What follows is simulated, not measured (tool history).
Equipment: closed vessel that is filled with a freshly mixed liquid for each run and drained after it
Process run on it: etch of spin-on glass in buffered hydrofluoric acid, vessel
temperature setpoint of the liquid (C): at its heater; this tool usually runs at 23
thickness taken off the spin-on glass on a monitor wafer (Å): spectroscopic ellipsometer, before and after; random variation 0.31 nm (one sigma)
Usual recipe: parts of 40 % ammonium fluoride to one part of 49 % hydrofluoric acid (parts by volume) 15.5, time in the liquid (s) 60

| run | day | temperature setpoint of the liquid (C) | parts of 40 % ammonium fluoride to one part of 49 % hydrofluoric acid (parts by volume) | time in the liquid (s) | wafers since the last listed run | hours since the thermometer was replaced | hours since the hydrofluoric acid flow meter was replaced | hours since the gauge calibration | read-back film thickness of the spin-on glass reference wafer, read on the same gauge (nm) | thickness taken off the spin-on glass on a monitor wafer (Å) |
|---|---|---|---|---|---|---|---|---|---|---|
| 1 | 0 | 23 | 15.5 | 40 | 0 | 1247.4 | 869.6 | 508 | 90 | 489.4 |
| 2 | 1.996 | 23 | 15.5 | 40 | 3629 | 1295.3 | 917.5 | 555.9 | 90.03 | 490.5 |
| 3 | 4.492 | 20.5 | 15.5 | 60 | 4539 | 1355.2 | 977.4 | 615.8 | 90 | 643.2 |
| 4 | 6.088 | 20.5 | 15.5 | 60 | 2902 | 1393.5 | 1015.7 | 654.1 | 89.99 | 647.1 |
| 5 | 7.25 | 20.5 | 15.5 | 60 | 2114 | 1421.4 | 1043.6 | 682 | 89.99 | 644.4 |
| 6 | 9.45 | 19 | 15.5 | 60 | 4001 | 1474.2 | 1096.4 | 734.8 | 89.99 | 596 |
|  | 9.525 | gauge calibrated |
| 7 | 11.575 | 23 | 15.5 | 75 | 3864 | 1525.2 | 1147.4 | 49.2 | 90 | 927.9 |
| 8 | 14.058 | 23 | 15.5 | 75 | 4516 | 1584.8 | 1207 | 108.8 | 90.03 | 930.7 |
| 9 | 15.329 | 27 | 15.5 | 60 | 2311 | 1615.3 | 1237.5 | 139.3 | 90 | 925.5 |
| 10 | 16.525 | 27 | 15.5 | 60 | 2174 | 1644 | 1266.2 | 168 | 89.99 | 934.3 |
| 11 | 18.704 | 23 | 15.5 | 60 | 3963 | 1696.3 | 1318.5 | 220.3 | 90.02 | 741.8 |
| 12 | 20.488 | 23 | 15.5 | 60 | 3243 | 1739.1 | 1361.3 | 263.1 | 89.98 | 746.9 |
|  | 21.233 | hydrofluoric acid flow meter replaced |
| 13 | 21.546 | 20 | 18.5 | 60 | 1849 | 1764.5 | 7.5 | 288.5 | 90.03 | 535.4 |
| 14 | 23.421 | 26 | 15.5 | 50 | 3410 | 1809.5 | 52.5 | 333.5 | 89.99 | 730.3 |

Forecast run 15:
| 15 | 25.212 | 23 | 18.5 | 60 | 3258 | 1852.5 | 95.5 | 376.5 | ? | ? |

Run 15 yielded read-back film thickness of the spin-on glass reference wafer, read on the same gauge (nm) 89.98, thickness taken off the spin-on glass on a monitor wafer (Å) 629.7.
The same run, on a tool lacking any hidden state, would have yielded thickness taken off the spin-on glass on a monitor wafer (Å) 592.8.

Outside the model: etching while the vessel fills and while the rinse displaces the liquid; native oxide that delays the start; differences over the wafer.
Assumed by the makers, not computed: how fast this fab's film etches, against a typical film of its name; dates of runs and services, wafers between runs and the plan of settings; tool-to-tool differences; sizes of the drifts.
